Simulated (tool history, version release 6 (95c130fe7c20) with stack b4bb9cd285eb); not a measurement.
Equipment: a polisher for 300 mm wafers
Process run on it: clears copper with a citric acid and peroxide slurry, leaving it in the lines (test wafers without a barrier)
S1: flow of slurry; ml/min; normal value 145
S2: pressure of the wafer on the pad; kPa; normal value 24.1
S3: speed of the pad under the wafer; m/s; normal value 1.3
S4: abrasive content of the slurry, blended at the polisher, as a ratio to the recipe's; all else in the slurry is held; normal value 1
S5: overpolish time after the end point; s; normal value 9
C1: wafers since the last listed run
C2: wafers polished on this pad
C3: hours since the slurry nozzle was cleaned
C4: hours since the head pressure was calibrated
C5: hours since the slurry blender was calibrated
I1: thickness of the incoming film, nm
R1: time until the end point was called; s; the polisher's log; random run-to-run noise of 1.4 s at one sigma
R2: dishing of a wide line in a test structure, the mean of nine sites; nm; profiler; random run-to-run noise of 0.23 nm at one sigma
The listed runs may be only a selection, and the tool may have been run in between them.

Run 1, hour 0: usual settings; C1 0; C2 6; C3 844.7; C4 1065.6; C5 201.6; I1 345.3. Result: R1 103.9 s, R2 16.8 nm.
Run 2, hour 13: usual settings but S3 1.62 m/s; C1 169; C2 175; C3 857.7; C4 1078.6; C5 214.6; I1 343.8. Result: R1 84.4 s, R2 18.7 nm.
Run 3, hour 19.4: usual settings but S3 1.14 m/s, S5 10 s; C1 83; C2 259; C3 864.1; C4 1085; C5 221; I1 346.7. Result: R1 117.2 s, R2 16.6 nm.
Run 4, hour 27: usual settings but S3 1.14 m/s, S5 10 s; C1 99; C2 358; C3 871.7; C4 1092.6; C5 228.6; I1 339.6. Result: R1 114.1 s, R2 16.6 nm.
Run 5, hour 44.3: usual settings; C1 225; C2 584; C3 889; C4 1109.9; C5 245.9; I1 339.9. Result: R1 102.3 s, R2 16.6 nm.
Run 6, hour 60.1: usual settings; C1 206; C2 790; C3 904.8; C4 1125.7; C5 261.7; I1 348.1. Result: R1 106.4 s, R2 16.5 nm.
Run 7, hour 71.2: usual settings but S3 0.96 m/s; C1 144; C2 935; C3 915.9; C4 1136.8; C5 272.8; I1 343.5. Result: R1 137.2 s, R2 14.1 nm.
At hour 78.6: worn pad replaced by a new one.
Run 8, hour 87: usual settings but S3 0.96 m/s; C1 153; C2 109; C3 931.7; C4 1152.6; C5 288.6; I1 341. Result: R1 132.8 s, R2 13.5 nm.
Run 9, hour 104.3: usual settings but S3 0.96 m/s; C1 225; C2 335; C3 949; C4 1169.9; C5 305.9; I1 345.8. Result: R1 136.4 s, R2 13.9 nm.
Run 10, hour 114.2: usual settings but S3 1.66 m/s; C1 129; C2 464; C3 958.9; C4 1179.8; C5 315.8; I1 344.6. Result: R1 88.6 s, R2 18.4 nm.
At hour 122.7: slurry nozzle cleaned.
Run 11, hour 123.2: usual settings but S3 1.66 m/s; C1 104; C2 568; C3 0.5; C4 1188.8; C5 324.8; I1 344.6. Result: R1 86.7 s, R2 18.6 nm.
Run 12, hour 133.4: usual settings; C1 133; C2 701; C3 10.7; C4 1199; C5 335; I1 344. Result: R1 105 s, R2 16.7 nm.
At hour 141.4: slurry blender recalibrated.
Run 13, hour 141.9: usual settings but S1 110 ml/min; C1 84; C2 786; C3 19.2; C4 1207.5; C5 0.5; I1 338.5. Result: R1 102.4 s, R2 16.7 nm.
At hour 156.7: worn pad replaced by a new one.
Run 14, hour 157.2: usual settings; C1 147; C2 6; C3 34.5; C4 1222.8; C5 15.8; I1 344.8. Result: R1 100.3 s, R2 17.4 nm.
Run 15, hour 162.2: usual settings but S4 1.25, S5 4 s; C1 65; C2 71; C3 39.5; C4 1227.8; C5 20.8; I1 341.3. Result: R1 93.6 s, R2 9.7 nm.
Run 16, hour 176.5: usual settings; C1 186; C2 257; C3 53.8; C4 1242.1; C5 35.1; I1 343.7. Result: R1 98 s, R2 17 nm.
Run 17, hour 182.7: usual settings but S3 1.14 m/s, S5 10 s; C1 80; C2 338; C3 60; C4 1248.3; C5 41.3; I1 345.2. Result: R1 113.2 s, R2 17.5 nm.
At hour 194.5: head pressure recalibrated.
Run 18, hour 199.9: usual settings but S1 125 ml/min, S3 1.7 m/s, S5 4 s; C1 198; C2 537; C3 77.2; C4 5.4; C5 58.5; I1 344.8. Result: R1 81.3 s, R2 10.8 nm.
Run 19, hour 215.9: usual settings but S2 26.2 kPa, S3 0.96 m/s; C1 208; C2 745; C3 93.2; C4 21.4; C5 74.5; I1 348.1. Result: R1 123.2 s, R2 15.3 nm.
Run 20, hour 223: usual settings but S1 195 ml/min, S2 17.2 kPa, S3 0.84 m/s, S4 1.1; C1 92; C2 838; C3 100.3; C4 28.5; C5 81.6; I1 349.9. Result: R1 179.4 s, R2 11.2 nm.
At hour 236.8: worn pad replaced by a new one.
Run 21, hour 237.3: usual settings but S1 175 ml/min, S5 13 s; C1 134; C2 6; C3 114.6; C4 42.8; C5 95.9; I1 342. Result: R1 98.7 s, R2 21 nm.
Run 22, hour 249: usual settings but S1 115 ml/min, S3 1.66 m/s; C1 152; C2 159; C3 126.3; C4 54.5; C5 107.6; I1 345. Result: R1 84.8 s, R2 19.7 nm.
Run 23, hour 255.7: usual settings but S1 105 ml/min, S3 1.5 m/s; C1 87; C2 246; C3 133; C4 61.2; C5 114.3; I1 345.5. Result: R1 94.1 s, R2 18.2 nm.
Run 24, hour 266.5: usual settings but S2 16.5 kPa, S5 13 s; C1 140; C2 387; C3 143.8; C4 72; C5 125.1; I1 341.5. Result: R1 131 s, R2 17.7 nm.
Run 25, hour 276: usual settings but S1 175 ml/min, S5 13 s; C1 123; C2 511; C3 153.3; C4 81.5; C5 134.6; I1 339.9. Result: R1 99.9 s, R2 21.4 nm.
At hour 323.4: worn pad replaced by a new one.
Run 26, hour 323.9: usual settings but S1 105 ml/min; C1 572; C2 6; C3 201.2; C4 129.4; C5 182.5; I1 342.3. Result: R1 106.1 s, R2 16.3 nm.
Run 27, hour 349.1: usual settings but S1 130 ml/min, S2 18.6 kPa, S5 11 s; C1 328; C2 335; C3 226.4; C4 154.6; C5 207.7; I1 343.4. Result: R1 127.8 s, R2 16.5 nm.
Run 28, hour 355.5: usual settings; C1 83; C2 418; C3 232.8; C4 161; C5 214.1; I1 342.6. Result: R1 105.9 s, R2 16.8 nm.

Branching from run 28: 4 alternative next runs. What would each branch give?
Run A, hour 355.9: usual settings; C1 5; C2 423; C3 233.2; C4 161.4; C5 214.5; I1 340. Result: R1 ?, R2 ?.
Run B, hour 355.9: usual settings but S2 21.4 kPa, S3 1.12 m/s; C1 5; C2 423; C3 233.2; C4 161.4; C5 214.5; I1 340. Result: R1 ?, R2 ?.
Run C, hour 355.9: usual settings but S1 170 ml/min, S3 1.74 m/s, S4 1.3, S5 14 s; C1 5; C2 423; C3 233.2; C4 161.4; C5 214.5; I1 340. Result: R1 ?, R2 ?.
Run D, hour 355.9: usual settings but S3 0.86 m/s, S5 13 s; C1 5; C2 423; C3 233.2; C4 161.4; C5 214.5; I1 340. Result: R1 ?, R2 ?.

run     R1    R2
  A  103.2  16.7
  B  128.2  14.3
  C   75.7  25.3
  D  143.4  17.2
With the hidden condition removed and each run's random variation left untouched, the same runs would have given:
run     R1    R2
  A   96.9  17.4
  B  120.4    15
  C     71    26
  D  134.7  17.9

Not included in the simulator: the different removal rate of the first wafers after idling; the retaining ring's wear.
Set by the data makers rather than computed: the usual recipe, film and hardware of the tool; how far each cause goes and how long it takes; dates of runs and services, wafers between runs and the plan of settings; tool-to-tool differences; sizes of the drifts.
